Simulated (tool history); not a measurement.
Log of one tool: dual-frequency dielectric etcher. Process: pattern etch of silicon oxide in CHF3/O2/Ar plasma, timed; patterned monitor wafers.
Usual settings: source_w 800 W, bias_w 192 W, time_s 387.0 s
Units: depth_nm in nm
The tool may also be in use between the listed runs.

| run | hour | source_w | bias_w | time_s | read-back reference wafer on the same gauge, depth_nm | depth_nm |
|---|---|---|---|---|---|---|
| 1 | 0.0 | 800 | 192 | 387.0 | 765.2 | 925.7 |
| 2 | 71.0 | 800 | 192 | 387.0 | 764.8 | 934.1 |
| 3 | 110.3 | 690 | 192 | 343.5 | 764.7 | 776.6 |
| 4 | 148.8 | 740 | 192 | 387.0 | 765.9 | 906.5 |
|  | 187.0 | wet clean of the chamber |
| 5 | 189.6 | 740 | 192 | 387.0 | 764.4 | 902.3 |
| 6 | 235.1 | 740 | 192 | 387.0 | 764.4 | 913.9 |
| 7 | 303.9 | 800 | 192 | 387.0 | 765.3 | 937.7 |
| 8 | 351.0 | 800 | 209 | 387.0 | 765.4 | 952.4 |
| 9 | 421.1 | 800 | 209 | 387.0 | 765.9 | 957.2 |
| 10 | 466.8 | 800 | 209 | 387.0 | 765.3 | 960.5 |
| 11 | 516.5 | 800 | 192 | 387.0 | 765.1 | 939.1 |
|  | 577.8 | wet clean of the chamber |
| 12 | 587.7 | 800 | 192 | 387.0 | 764.7 | 936.5 |
| 13 | 612.1 | 800 | 192 | 330.0 | 765.1 | 792.1 |
|  | 688.4 | gauge calibrated |
| 14 | 798.4 | 800 | 192 | 330.0 | 764.5 | 790.9 |
| 15 | 862.1 | 800 | 192 | 387.0 | 764.8 | 930.5 |
| 16 | 1033.0 | 800 | 192 | 387.0 | 764.5 | 933.2 |
|  | 1057.2 | wet clean of the chamber |
| 17 | 1179.2 | 730 | 179 | 387.0 | 766.0 | 874.3 |
| 18 | 1223.1 | 800 | 192 | 387.0 | 763.9 | 938.0 |
| 19 | 1274.6 | 800 | 192 | 387.0 | 765.4 | 933.2 |
| 20 | 1379.9 | 720 | 216 | 387.0 | 765.1 | 928.4 |
|  | 1394.5 | bias power generator calibrated |
|  | 1406.6 | upper electrode replaced |
| 21 | 1413.6 | 800 | 192 | 387.0 | 766.0 | 934.8 |
|  | 1433.2 | source power generator calibrated |
| 22 | 1458.8 | 610 | 192 | 301.0 | 765.0 | 647.8 |
|  | 1499.3 | wet clean of the chamber |
| 23 | 1519.1 | 750 | 192 | 387.0 | 764.8 | 918.8 |
| 24 | 1581.6 | 890 | 192 | 285.5 | 765.1 | 727.6 |
| 25 | 1648.3 | 800 | 192 | 387.0 | 765.6 | 940.3 |
| 26 | 1676.9 | 730 | 148 | 387.0 | 764.2 | 824.1 |
| 27 | 1729.1 | 800 | 217 | 387.0 | 764.7 | 981.5 |
| 28 | 1787.9 | 740 | 168 | 279.0 | 765.6 | 621.2 |
| 29 | 1820.6 | 940 | 192 | 387.0 | 765.7 | 1000.8 |

Forecast each of these 5 alternatives for the next run:
| A | 1821.1 | 800 | 192 | 387.0 | ? | ? |
| B | 1821.1 | 700 | 171 | 387.0 | ? | ? |
| C | 1821.1 | 980 | 211 | 477.5 | ? | ? |
| D | 1821.1 | 800 | 159 | 311.5 | ? | ? |
| E | 1821.1 | 890 | 177 | 470.5 | ? | ? |

| run | read-back reference wafer on the same gauge, depth_nm | depth_nm |
|---|---|---|
| A | 764.8 | 940.3 |
| B | 764.8 | 854.9 |
| C | 764.8 | 1302.8 |
| D | 764.8 | 710.9 |
| E | 764.8 | 1163.1 |
Without the tool's hidden state the same runs would have given:
| run | depth_nm |
|---|---|
| A | 940.3 |
| B | 854.9 |
| C | 1302.8 |
| D | 710.9 |
| E | 1163.1 |

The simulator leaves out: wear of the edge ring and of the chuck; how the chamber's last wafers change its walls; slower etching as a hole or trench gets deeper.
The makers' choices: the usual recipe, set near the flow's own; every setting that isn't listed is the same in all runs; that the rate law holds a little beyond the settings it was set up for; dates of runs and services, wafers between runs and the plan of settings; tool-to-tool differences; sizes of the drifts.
